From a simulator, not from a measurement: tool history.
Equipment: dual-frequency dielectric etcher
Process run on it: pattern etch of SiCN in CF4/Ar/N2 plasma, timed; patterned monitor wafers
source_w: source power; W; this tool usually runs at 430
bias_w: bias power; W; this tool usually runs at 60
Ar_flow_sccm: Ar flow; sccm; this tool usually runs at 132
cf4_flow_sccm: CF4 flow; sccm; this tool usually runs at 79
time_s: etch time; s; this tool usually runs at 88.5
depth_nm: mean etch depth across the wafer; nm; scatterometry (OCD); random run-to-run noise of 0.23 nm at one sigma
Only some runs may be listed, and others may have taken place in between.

| run | day | source_w | bias_w | Ar_flow_sccm | cf4_flow_sccm | time_s | read-back reference wafer on the same gauge, depth_nm | depth_nm |
|---|---|---|---|---|---|---|---|---|
| 1 | 0.000 | 430 | 60 | 132 | 79 | 88.5 | 61.0 | 72.4 |
| 2 | 0.446 | 430 | 63 | 132 | 65 | 88.5 | 61.0 | 72.1 |
| 3 | 0.967 | 430 | 60 | 132 | 79 | 88.5 | 61.0 | 73.0 |
| 4 | 2.846 | 430 | 60 | 132 | 79 | 88.5 | 61.0 | 73.1 |
|  | 4.475 | gauge calibrated |
|  | 5.667 | upper electrode replaced, of another model than before |
| 5 | 5.688 | 430 | 68 | 132 | 79 | 88.5 | 61.1 | 74.6 |
| 6 | 5.704 | 430 | 60 | 132 | 79 | 88.5 | 61.0 | 73.3 |
| 7 | 6.317 | 430 | 60 | 132 | 79 | 88.5 | 61.0 | 73.5 |
| 8 | 6.825 | 430 | 60 | 132 | 79 | 88.5 | 61.0 | 73.4 |
|  | 7.479 | source power generator calibrated |
| 9 | 7.500 | 430 | 60 | 132 | 79 | 88.5 | 61.0 | 73.8 |
|  | 8.008 | Ar flow controller replaced |
|  | 8.158 | CF4 flow controller replaced |
| 10 | 8.179 | 430 | 63 | 132 | 65 | 88.5 | 61.1 | 72.8 |
| 11 | 8.192 | 430 | 60 | 147 | 79 | 95.0 | 61.1 | 77.6 |
| 12 | 8.475 | 430 | 60 | 132 | 79 | 88.5 | 61.0 | 73.6 |
|  | 9.617 | wet clean of the chamber |
| 13 | 9.638 | 530 | 60 | 132 | 79 | 100.0 | 61.0 | 98.5 |
| 14 | 9.654 | 460 | 60 | 132 | 79 | 88.5 | 61.0 | 75.6 |
|  | 10.142 | bias power generator calibrated |
| 15 | 10.162 | 430 | 60 | 132 | 79 | 109.0 | 61.0 | 87.3 |

What will run 16 give?
| 16 | 10.708 | 430 | 73 | 105 | 79 | 70.5 | ? | ? |

{"run 16": {"read-back reference wafer on the same gauge, depth_nm": 60.9, "depth_nm": 60.4}}
If the tool had no hidden condition, the same run with the same run-to-run variation would have returned depth_nm 60.1 nm.
